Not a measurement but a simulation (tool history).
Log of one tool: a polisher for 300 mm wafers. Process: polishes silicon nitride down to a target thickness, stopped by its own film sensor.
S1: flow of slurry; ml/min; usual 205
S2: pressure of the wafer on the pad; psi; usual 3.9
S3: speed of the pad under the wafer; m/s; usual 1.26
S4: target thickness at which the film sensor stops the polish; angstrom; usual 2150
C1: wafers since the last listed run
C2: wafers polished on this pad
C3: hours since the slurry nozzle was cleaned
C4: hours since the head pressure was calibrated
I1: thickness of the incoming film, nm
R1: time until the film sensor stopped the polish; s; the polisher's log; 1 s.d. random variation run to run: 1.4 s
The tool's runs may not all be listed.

Run 1, hour 0.0: usual settings but S2 5.0 psi; C1 0; C2 1841; C3 310.5; C4 301.9; I1 366.8. Result: R1 63.4 s.
At hour 25.1: slurry nozzle cleaned.
Run 2, hour 35.0: usual settings but S3 1.44 m/s; C1 560; C2 2402; C3 9.9; C4 336.9; I1 364.4. Result: R1 70.2 s.
Run 3, hour 59.2: usual settings but S3 1.44 m/s; C1 399; C2 2801; C3 34.1; C4 361.1; I1 361.1. Result: R1 69.1 s.
Run 4, hour 87.0: usual settings but S4 2290 angstrom; C1 458; C2 3259; C3 61.9; C4 388.9; I1 352.9. Result: R1 66.1 s.
At hour 107.6: worn pad replaced by a new one.
Run 5, hour 108.1: usual settings; C1 281; C2 8; C3 83.0; C4 410.0; I1 363.2. Result: R1 78.7 s.
At hour 114.1: head pressure recalibrated.
Run 6, hour 122.2: usual settings; C1 199; C2 208; C3 97.1; C4 8.1; I1 353.8. Result: R1 68.7 s.
Run 7, hour 153.5: usual settings; C1 516; C2 724; C3 128.4; C4 39.4; I1 358.0. Result: R1 72.7 s.
Run 8, hour 166.0: usual settings but S3 1.42 m/s, S4 1810 angstrom; C1 206; C2 930; C3 140.9; C4 51.9; I1 354.2. Result: R1 77.8 s.
Run 9, hour 199.9: usual settings but S3 1.42 m/s, S4 1810 angstrom; C1 559; C2 1489; C3 174.8; C4 85.8; I1 361.9. Result: R1 79.8 s.
Run 10, hour 216.9: usual settings but S3 1.42 m/s, S4 1810 angstrom; C1 280; C2 1769; C3 191.8; C4 102.8; I1 359.9. Result: R1 82.6 s.
Run 11, hour 264.1: usual settings; C1 778; C2 2548; C3 239.0; C4 150.0; I1 359.2. Result: R1 73.8 s.
Run 12, hour 291.4: usual settings; C1 450; C2 2998; C3 266.3; C4 177.3; I1 364.7. Result: R1 74.3 s.
At hour 309.9: worn pad replaced by a new one.
Run 13, hour 311.3: usual settings; C1 262; C2 22; C3 286.2; C4 197.2; I1 363.9. Result: R1 76.1 s.
Run 14, hour 342.7: usual settings but S2 4.6 psi; C1 517; C2 540; C3 317.6; C4 228.6; I1 357.4. Result: R1 62.9 s.
Run 15, hour 376.7: usual settings; C1 560; C2 1101; C3 351.6; C4 262.6; I1 357.7. Result: R1 74.5 s.
Run 16, hour 410.2: usual settings; C1 552; C2 1653; C3 385.1; C4 296.1; I1 361.8. Result: R1 77.8 s.
At hour 427.6: slurry nozzle cleaned.
Run 17, hour 445.6: usual settings; C1 567; C2 2220; C3 18.0; C4 331.5; I1 356.1. Result: R1 74.5 s.
Run 18, hour 476.4: usual settings but S3 1.10 m/s, S4 1670 angstrom; C1 507; C2 2728; C3 48.8; C4 362.3; I1 355.5. Result: R1 110.8 s.
Run 19, hour 504.7: usual settings; C1 466; C2 3195; C3 77.1; C4 390.6; I1 360.1. Result: R1 78.5 s.
Run 20, hour 532.0: usual settings but S1 225 ml/min; C1 450; C2 3645; C3 104.4; C4 417.9; I1 363.6. Result: R1 82.6 s.
At hour 541.0: worn pad replaced by a new one.
At hour 562.8: head pressure recalibrated.
Run 21, hour 594.2: usual settings; C1 926; C2 844; C3 166.6; C4 31.4; I1 359.7. Result: R1 68.3 s.
Run 22, hour 635.6: usual settings; C1 682; C2 1526; C3 208.0; C4 72.8; I1 360.6. Result: R1 68.5 s.
Run 23, hour 650.8: usual settings; C1 250; C2 1777; C3 223.2; C4 88.0; I1 362.2. Result: R1 70.1 s.
Run 24, hour 680.7: usual settings but S3 1.38 m/s, S4 2470 angstrom; C1 493; C2 2270; C3 253.1; C4 117.9; I1 365.8. Result: R1 54.4 s.
Run 25, hour 706.9: usual settings but S1 240 ml/min, S2 2.6 psi, S3 1.66 m/s, S4 1860 angstrom; C1 432; C2 2702; C3 279.3; C4 144.1; I1 358.4. Result: R1 95.5 s.
Run 26, hour 721.4: usual settings; C1 239; C2 2941; C3 293.8; C4 158.6; I1 357.8. Result: R1 74.5 s.
At hour 736.2: worn pad replaced by a new one.
Run 27, hour 747.7: usual settings but S3 0.90 m/s; C1 367; C2 189; C3 320.1; C4 184.9; I1 356.1. Result: R1 89.4 s.
At hour 760.6: slurry nozzle cleaned.
Run 28, hour 771.9: usual settings but S1 255 ml/min; C1 382; C2 572; C3 11.3; C4 209.1; I1 357.2. Result: R1 69.0 s.
Run 29, hour 794.5: usual settings but S1 185 ml/min, S2 3.1 psi, S3 1.52 m/s, S4 2450 angstrom; C1 372; C2 944; C3 33.9; C4 231.7; I1 363.1. Result: R1 62.9 s.
Run 30, hour 811.8: usual settings but S2 5.2 psi, S3 1.10 m/s, S4 2420 angstrom; C1 285; C2 1230; C3 51.2; C4 249.0; I1 362.3. Result: R1 54.1 s.
Run 31, hour 839.4: usual settings but S1 235 ml/min, S2 3.1 psi, S3 1.54 m/s; C1 455; C2 1685; C3 78.8; C4 276.6; I1 357.8. Result: R1 74.4 s.
Run 32, hour 858.9: usual settings but S3 1.40 m/s; C1 321; C2 2006; C3 98.3; C4 296.1; I1 364.6. Result: R1 71.3 s.
Run 33, hour 885.6: usual settings; C1 440; C2 2446; C3 125.0; C4 322.8; I1 362.0. Result: R1 79.1 s.
Run 34, hour 917.0: usual settings but S1 180 ml/min, S2 5.0 psi, S4 2600 angstrom; C1 517; C2 2964; C3 156.4; C4 354.2; I1 366.3. Result: R1 46.2 s.
Run 35, hour 929.0: usual settings but S1 160 ml/min; C1 197; C2 3162; C3 168.4; C4 366.2; I1 359.4. Result: R1 79.1 s.
Run 36, hour 953.1: usual settings; C1 397; C2 3560; C3 192.5; C4 390.3; I1 360.2. Result: R1 76.2 s.
At hour 959.4: worn pad replaced by a new one.
Run 37, hour 987.0: usual settings but S1 170 ml/min, S2 2.7 psi; C1 493; C2 454; C3 226.4; C4 424.2; I1 363.2. Result: R1 117.5 s.

Some steps in R1 between neighbouring runs. How much of each would the tool show without its hidden state too (settings, what came in, random variation), and how much is left for the hidden state, with any gauge scatter that isn't in both results?
Unlogged tool condition in this case: removal rate lost through wear of the pad, %; slurry flow missing at the pad, %; deviation of the head's pressure from its setpoint, %.
Run 5 -> 6: head pressure recalibrated. R1 -10.0 s: hidden state -6.9, all else -3.1.
Run 17 -> 18: S3 1.26 -> 1.10, S4 2150 -> 1670. R1 +36.3 s: hidden state +3.5, all else +32.8.
Run 20 -> 21: S1 225 -> 205, worn pad replaced by a new one, head pressure recalibrated. R1 -14.3 s: hidden state -8.8, all else -5.5.
Run 24 -> 25: S1 205 -> 240, S2 3.9 -> 2.6, S3 1.38 -> 1.66, S4 2470 -> 1860. R1 +41.1 s: hidden state -0.1, all else +41.2.
Run 36 -> 37: S1 205 -> 170, S2 3.9 -> 2.7, worn pad replaced by a new one. R1 +41.3 s: hidden state +4.6, all else +36.7.
